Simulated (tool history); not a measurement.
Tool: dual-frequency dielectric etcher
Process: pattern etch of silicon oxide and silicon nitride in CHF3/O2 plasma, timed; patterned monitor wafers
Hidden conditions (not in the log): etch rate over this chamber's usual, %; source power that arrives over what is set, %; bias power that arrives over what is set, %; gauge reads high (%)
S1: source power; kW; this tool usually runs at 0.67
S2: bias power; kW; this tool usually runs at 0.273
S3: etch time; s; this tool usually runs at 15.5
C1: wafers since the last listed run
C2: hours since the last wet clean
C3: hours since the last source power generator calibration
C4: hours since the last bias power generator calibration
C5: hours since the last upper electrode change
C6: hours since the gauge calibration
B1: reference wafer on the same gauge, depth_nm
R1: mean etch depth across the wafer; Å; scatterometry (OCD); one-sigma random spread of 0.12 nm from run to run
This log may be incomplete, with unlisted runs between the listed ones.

run	hour	S1	S2	S3	C1	C2	C3	C4	C5	C6	B1	R1
1	0	0.67	0.304	15.5	0	96.4	3056	3778.6	1913	27.2	26.19	271.1
2	69.2	0.67	0.304	15.5	678	165.6	3125.2	3847.8	1982.2	96.4	26.2	269.4
3	239.6	0.67	0.304	15.5	1671	336	3295.6	4018.2	2152.6	266.8	26.23	271.7
4	272.7	0.67	0.273	16.5	324	369.1	3328.7	4051.3	2185.7	299.9	26.2	286.8
5	306.8	0.67	0.273	16.5	334	403.2	3362.8	4085.4	2219.8	334	26.23	286.9
# hour 332.1: source power generator calibrated
6	362	0.67	0.243	15.5	502	458.4	29.9	4140.6	2275	389.2	26.18	265
# hour 390.6: gauge calibrated
7	398.3	0.67	0.243	15.5	356	494.7	66.2	4176.9	2311.3	7.7	26.21	265.4
# hour 453.9: bias power generator calibrated
8	456.9	0.6	0.273	15.5	535	553.3	124.8	3	2369.9	66.3	26.18	260.2
9	524.5	0.6	0.273	15.5	663	620.9	192.4	70.6	2437.5	133.9	26.16	259.7
# hour 553.5: wet clean of the chamber
10	575.4	0.58	0.23	11.5	263	21.9	243.3	121.5	2488.4	184.8	26.28	175
# hour 632.2: upper electrode replaced
11	632.7	0.58	0.273	17.5	326	79.2	300.6	178.8	0.5	242.1	26.22	274.5
12	657.2	0.57	0.337	15.5	240	103.7	325.1	203.3	25	266.6	26.21	250.7
13	726.1	0.59	0.273	15.5	675	172.6	394	272.2	93.9	335.5	26.23	248.2
14	773.5	0.67	0.273	15.5	464	220	441.4	319.6	141.3	382.9	26.24	262.1
15	830.1	0.61	0.306	13.5	555	276.6	498	376.2	197.9	439.5	26.17	226.9
16	861.1	0.55	0.273	19.5	304	307.6	529	407.2	228.9	470.5	26.21	306.1

What if the next run were any one of these 4? Each begins from the tool's condition after run 16:
A	861.5	0.67	0.216	15.5	3	308	529.4	407.6	229.3	470.9	?	?
B	861.5	0.54	0.273	18.5	3	308	529.4	407.6	229.3	470.9	?	?
C	861.5	0.56	0.234	15.5	3	308	529.4	407.6	229.3	470.9	?	?
D	861.5	0.67	0.273	18	3	308	529.4	407.6	229.3	470.9	?	?

run	B1	R1
A	26.18	256
B	26.18	285.9
C	26.18	237.6
D	26.18	308.9
What these runs would have given with no unlogged condition in the tool:
run	R1
A	250.3
B	279.5
C	232.3
D	302.1

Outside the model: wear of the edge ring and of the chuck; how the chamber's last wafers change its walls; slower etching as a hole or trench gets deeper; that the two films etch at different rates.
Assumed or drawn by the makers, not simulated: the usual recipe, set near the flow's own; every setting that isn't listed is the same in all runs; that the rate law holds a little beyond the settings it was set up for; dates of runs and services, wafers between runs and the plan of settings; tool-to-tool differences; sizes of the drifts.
